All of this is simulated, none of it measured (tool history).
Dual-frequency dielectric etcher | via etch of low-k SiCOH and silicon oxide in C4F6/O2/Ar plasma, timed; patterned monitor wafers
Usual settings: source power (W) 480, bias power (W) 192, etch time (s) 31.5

run	hour	source power (W)	bias power (W)	etch time (s)	wafers since the last listed run	hours since the last wet clean	hours since the last source power generator calibration	hours since the last bias power generator calibration	hours since the last upper electrode change	hours since the gauge calibration	read-back reference wafer on the same gauge, depth_nm	mean etch depth across the wafer (nm)
1	0.0	480	230	31.5	0	561.2	3170.8	4553.9	4612.9	287.4	76.3	85.3
2	10.8	480	192	31.5	132	572.0	3181.6	4564.7	4623.7	298.2	76.4	80.1
# hour 43.8: bias power generator calibrated
3	62.2	480	192	25.0	580	623.4	3233.0	18.4	4675.1	349.6	76.3	63.4
# hour 90.8: wet clean of the chamber
4	91.3	480	192	25.0	62	0.5	3262.1	47.5	4704.2	378.7	76.3	64.1
5	91.6	480	192	31.5	3	0.8	3262.4	47.8	4704.5	379.0	76.3	81.0
6	99.3	480	192	31.5	94	8.5	3270.1	55.5	4712.2	386.7	76.3	80.9
7	114.7	480	192	31.5	188	23.9	3285.5	70.9	4727.6	402.1	76.3	80.6
8	131.4	440	192	31.5	204	40.6	3302.2	87.6	4744.3	418.8	76.3	77.8
9	147.6	440	192	31.5	198	56.8	3318.4	103.8	4760.5	435.0	76.3	78.0
10	164.0	440	192	31.5	200	73.2	3334.8	120.2	4776.9	451.4	76.3	77.8
11	178.5	360	233	36.0	177	87.7	3349.3	134.7	4791.4	465.9	76.3	86.5
12	187.9	480	230	31.5	115	97.1	3358.7	144.1	4800.8	475.3	76.3	86.1
13	198.9	480	192	31.5	134	108.1	3369.7	155.1	4811.8	486.3	76.3	80.7
# hour 210.2: gauge calibrated
14	213.1	510	192	31.5	174	122.3	3383.9	169.3	4826.0	2.9	76.3	82.9
# hour 224.2: source power generator calibrated
15	224.7	570	192	22.5	93	133.9	0.5	180.9	4837.6	14.5	76.3	62.2
16	235.0	540	192	31.5	126	144.2	10.8	191.2	4847.9	24.8	76.3	85.0
17	244.5	440	192	31.5	116	153.7	20.3	200.7	4857.4	34.3	76.3	77.4
18	256.2	480	169	25.0	143	165.4	32.0	212.4	4869.1	46.0	76.2	61.1
# hour 289.6: upper electrode replaced
19	290.1	590	192	26.5	121	199.3	65.9	246.3	0.5	79.9	76.3	74.3
20	290.5	480	192	31.5	4	199.7	66.3	246.7	0.9	80.3	76.3	80.4
21	296.0	440	225	34.5	67	205.2	71.8	252.2	6.4	85.8	76.3	89.5
22	305.4	520	165	39.0	115	214.6	81.2	261.6	15.8	95.2	76.3	98.1
23	320.7	530	192	31.5	187	229.9	96.5	276.9	31.1	110.5	76.3	84.0
24	335.1	480	220	31.5	176	244.3	110.9	291.3	45.5	124.9	76.3	84.7

Run 25 comes next. What will it give?
25	345.1	480	219	22.0	122	254.3	120.9	301.3	55.5	134.9	?	?

read-back reference wafer on the same gauge, depth_nm: 76.4
mean etch depth across the wafer (nm): 58.9
Without the tool's hidden state the same run would have given mean etch depth across the wafer (nm) 59.2.

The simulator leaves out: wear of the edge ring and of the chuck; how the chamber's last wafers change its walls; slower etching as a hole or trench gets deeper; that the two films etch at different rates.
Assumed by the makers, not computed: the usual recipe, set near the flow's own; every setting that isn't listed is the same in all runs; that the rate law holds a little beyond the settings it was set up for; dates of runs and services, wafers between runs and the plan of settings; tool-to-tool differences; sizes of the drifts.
